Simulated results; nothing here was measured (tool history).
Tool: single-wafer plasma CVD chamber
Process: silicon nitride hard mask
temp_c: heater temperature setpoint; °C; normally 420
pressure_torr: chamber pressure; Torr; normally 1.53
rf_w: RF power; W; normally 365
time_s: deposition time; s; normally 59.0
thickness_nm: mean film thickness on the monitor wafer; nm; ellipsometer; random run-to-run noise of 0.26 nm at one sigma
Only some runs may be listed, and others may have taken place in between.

run,hour,temp_c,pressure_torr,rf_w,time_s,"read-back reference wafer on the same gauge, thickness_nm",thickness_nm
1,0.0,425,1.53,365,64.9,92.206,87.625
2,66.1,425,1.53,365,64.9,92.034,87.685
3,117.0,420,1.53,390,59.0,92.026,82.777
4,162.8,427,1.53,365,59.0,92.033,79.353
5,234.0,427,1.53,365,59.0,92.152,79.362
6,297.7,420,1.62,365,52.1,92.091,71.424
7,406.7,420,1.62,365,52.1,92.085,71.646
# hour 476.1: gauge calibrated
# hour 500.3: showerhead replaced
8,506.0,420,1.62,365,52.1,92.130,71.672
# hour 537.6: capacitance manometer re-zeroed and calibrated
9,553.9,420,1.53,365,59.0,92.068,77.916
10,599.4,420,1.53,365,59.0,92.102,77.886
11,648.3,420,1.53,365,65.0,92.096,85.926
12,720.1,420,1.53,365,65.0,91.967,85.552
# hour 753.8: thermocouple changed; heater temperature recalibrated
13,788.6,406,1.30,365,59.0,92.252,73.884
14,853.9,430,1.53,365,59.0,92.150,77.496
# hour 919.6: RF generator calibrated
15,920.1,420,1.53,365,59.0,92.185,80.213
16,949.2,420,1.53,365,68.3,92.198,92.575
17,1016.4,420,1.53,365,59.0,92.140,79.503

The next listed run, before its measurement:
18,1058.8,413,1.53,365,59.0,?,?

{"run 18": {"read-back reference wafer on the same gauge, thickness_nm": 92.18, "thickness_nm": 79.272}}
Minus the tool's unlogged condition, the same run would have read thickness_nm 79.823 nm.

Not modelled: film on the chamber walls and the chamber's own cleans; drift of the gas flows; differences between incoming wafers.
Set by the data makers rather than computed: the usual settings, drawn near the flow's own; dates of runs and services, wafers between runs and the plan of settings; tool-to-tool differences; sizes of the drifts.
